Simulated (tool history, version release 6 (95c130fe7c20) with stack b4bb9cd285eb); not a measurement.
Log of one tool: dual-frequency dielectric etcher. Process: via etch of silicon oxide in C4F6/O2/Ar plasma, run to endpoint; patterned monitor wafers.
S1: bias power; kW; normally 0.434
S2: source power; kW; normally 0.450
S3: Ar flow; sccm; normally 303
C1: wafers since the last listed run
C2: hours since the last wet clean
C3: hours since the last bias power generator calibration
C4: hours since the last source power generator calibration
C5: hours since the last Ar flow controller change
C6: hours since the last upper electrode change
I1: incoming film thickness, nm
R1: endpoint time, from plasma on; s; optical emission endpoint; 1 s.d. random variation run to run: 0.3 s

run   hour     S1     S2   S3    C1     C2      C3      C4      C5      C6     I1    R1
  1    0.0  0.434  0.430  303     0  261.8  1902.8  1151.9  1976.6  3038.6  199.1  47.5
  2   68.7  0.434  0.430  303   705  330.5  1971.5  1220.6  2045.3  3107.3  198.0  47.1
  3  125.9  0.434  0.450  303   586  387.7  2028.7  1277.8  2102.5  3164.5  202.1  46.6
     158.0  -- wet clean of the chamber
  4  158.6  0.434  0.450  303    89    0.6  2061.4  1310.5  2135.2  3197.2  198.5  47.6
     245.8  -- bias power generator calibrated
     256.5  -- Ar flow controller replaced
  5  302.3  0.434  0.450  303  1372  144.3    56.5  1454.2    45.8  3340.9  197.8  46.8
  6  339.5  0.434  0.530  303   381  181.5    93.7  1491.4    83.0  3378.1  202.1  44.3
     347.0  -- source power generator calibrated
  7  401.8  0.434  0.530  303   598  243.8   156.0    54.8   145.3  3440.4  199.7  44.2
  8  442.5  0.434  0.530  303   417  284.5   196.7    95.5   186.0  3481.1  197.6  42.6
  9  489.4  0.385  0.410  303   481  331.4   243.6   142.4   232.9  3528.0  200.1  51.0
     565.8  -- upper electrode replaced
 10  566.3  0.504  0.370  303   542  408.3   320.5   219.3   309.8     0.5  199.3  46.7
     600.2  -- wet clean of the chamber
 11  600.7  0.434  0.450  357   106    0.5   354.9   253.7   344.2    34.9  198.2  48.4
 12  610.0  0.501  0.450  303    95    9.8   364.2   263.0   353.5    44.2  196.3  43.8
 13  641.8  0.434  0.450  303   326   41.6   396.0   294.8   385.3    76.0  199.3  47.5
 14  687.6  0.470  0.400  229   470   87.4   441.8   340.6   431.1   121.8  198.2  45.9
 15  729.3  0.465  0.450  252   427  129.1   483.5   382.3   472.8   163.5  197.7  44.4
 16  767.1  0.434  0.370  268   387  166.9   521.3   420.1   510.6   201.3  199.9  50.4

Run by run, hidden condition taken away, random variation retained:
Hidden state present: etch rate over this chamber's usual, %; bias power that arrives over what is set, %; source power that arrives over what is set, %; Ar flow that arrives over what is set, %.
run    R1
  1  48.7
  2  48.6
  3  48.3
  4  47.6
  5  47.6
  6  45.2
  7  45.4
  8  44.0
  9  52.9
 10  48.7
 11  48.7
 12  44.2
 13  48.0
 14  46.6
 15  45.3
 16  51.7
